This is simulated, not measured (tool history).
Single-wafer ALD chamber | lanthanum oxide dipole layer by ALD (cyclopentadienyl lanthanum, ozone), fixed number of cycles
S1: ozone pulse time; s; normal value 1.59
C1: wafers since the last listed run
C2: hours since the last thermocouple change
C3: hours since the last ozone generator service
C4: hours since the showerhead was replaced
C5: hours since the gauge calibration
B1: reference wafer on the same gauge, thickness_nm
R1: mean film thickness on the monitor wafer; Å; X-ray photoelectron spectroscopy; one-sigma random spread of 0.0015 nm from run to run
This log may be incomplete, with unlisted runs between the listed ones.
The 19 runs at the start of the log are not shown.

At day 24.767: gauge calibrated.
Run 20, day 25.2: usual settings but S1 1.21 s; C1 292; C2 329.9; C3 1065.8; C4 7805.7; C5 10.4; B1 0.495. Result: R1 5.18 Å.
Run 21, day 26.542: usual settings but S1 1.36 s; C1 411; C2 362.1; C3 1098; C4 7837.9; C5 42.6; B1 0.496. Result: R1 5.29 Å.
Run 22, day 27.579: usual settings but S1 0.96 s; C1 317; C2 387; C3 1122.9; C4 7862.8; C5 67.5; B1 0.496. Result: R1 4.79 Å.
Run 23, day 28.904: usual settings; C1 405; C2 418.8; C3 1154.7; C4 7894.6; C5 99.3; B1 0.496. Result: R1 5.46 Å.
Run 24, day 29.946: usual settings but S1 1.88 s; C1 319; C2 443.8; C3 1179.7; C4 7919.6; C5 124.3; B1 0.496. Result: R1 5.58 Å.
Run 25, day 31.171: usual settings but S1 1.95 s; C1 375; C2 473.2; C3 1209.1; C4 7949; C5 153.7; B1 0.496. Result: R1 5.59 Å.
At day 31.912: showerhead replaced.
At day 32.129: ozone generator serviced.
Run 26, day 32.15: usual settings but S1 2.01 s; C1 131; C2 496.7; C3 0.5; C4 5.7; C5 177.2; B1 0.496. Result: R1 5.6 Å.
Run 27, day 33.196: usual settings but S1 1.03 s; C1 320; C2 521.8; C3 25.6; C4 30.8; C5 202.3; B1 0.496. Result: R1 4.93 Å.
Run 28, day 34.017: usual settings but S1 2.15 s; C1 251; C2 541.5; C3 45.3; C4 50.5; C5 222; B1 0.496. Result: R1 5.65 Å.
Run 29, day 35.129: usual settings but S1 1.87 s; C1 340; C2 568.2; C3 72; C4 77.2; C5 248.7; B1 0.496. Result: R1 5.6 Å.
Run 30, day 36.512: usual settings but S1 2.07 s; C1 423; C2 601.4; C3 105.2; C4 110.4; C5 281.9; B1 0.496. Result: R1 5.6 Å.
Run 31, day 37.612: usual settings but S1 1.26 s; C1 337; C2 627.8; C3 131.6; C4 136.8; C5 308.3; B1 0.496. Result: R1 5.23 Å.
Run 32, day 38.442: usual settings but S1 1.95 s; C1 254; C2 647.7; C3 151.5; C4 156.7; C5 328.2; B1 0.496. Result: R1 5.58 Å.
Run 33, day 39.488: usual settings but S1 1.8 s; C1 320; C2 672.8; C3 176.6; C4 181.8; C5 353.3; B1 0.496. Result: R1 5.55 Å.
Run 34, day 40.754: usual settings but S1 1.12 s; C1 388; C2 703.2; C3 207; C4 212.2; C5 383.7; B1 0.496. Result: R1 5.06 Å.
Run 35, day 41.908: usual settings but S1 1.05 s; C1 353; C2 730.9; C3 234.7; C4 239.9; C5 411.4; B1 0.496. Result: R1 4.97 Å.

Consider 4 possible next runs. They are alternatives, not a sequence: every one starts from the tool as it was left by run 35. What does each give?
Run A, day 41.925: usual settings but S1 1.08 s; C1 5; C2 731.3; C3 235.1; C4 240.3; C5 411.8; B1 ?. Result: R1 ?.
Run B, day 41.925: usual settings but S1 1.28 s; C1 5; C2 731.3; C3 235.1; C4 240.3; C5 411.8; B1 ?. Result: R1 ?.
Run C, day 41.925: usual settings but S1 1.97 s; C1 5; C2 731.3; C3 235.1; C4 240.3; C5 411.8; B1 ?. Result: R1 ?.
Run D, day 41.925: usual settings but S1 1.01 s; C1 5; C2 731.3; C3 235.1; C4 240.3; C5 411.8; B1 ?. Result: R1 ?.

run     B1    R1
  A  0.496     5
  B  0.496  5.23
  C  0.496  5.57
  D  0.496  4.89
Take away the tool's hidden state, keep each run's random variation, and the runs would have read:
run    R1
  A     5
  B  5.23
  C  5.57
  D  4.89
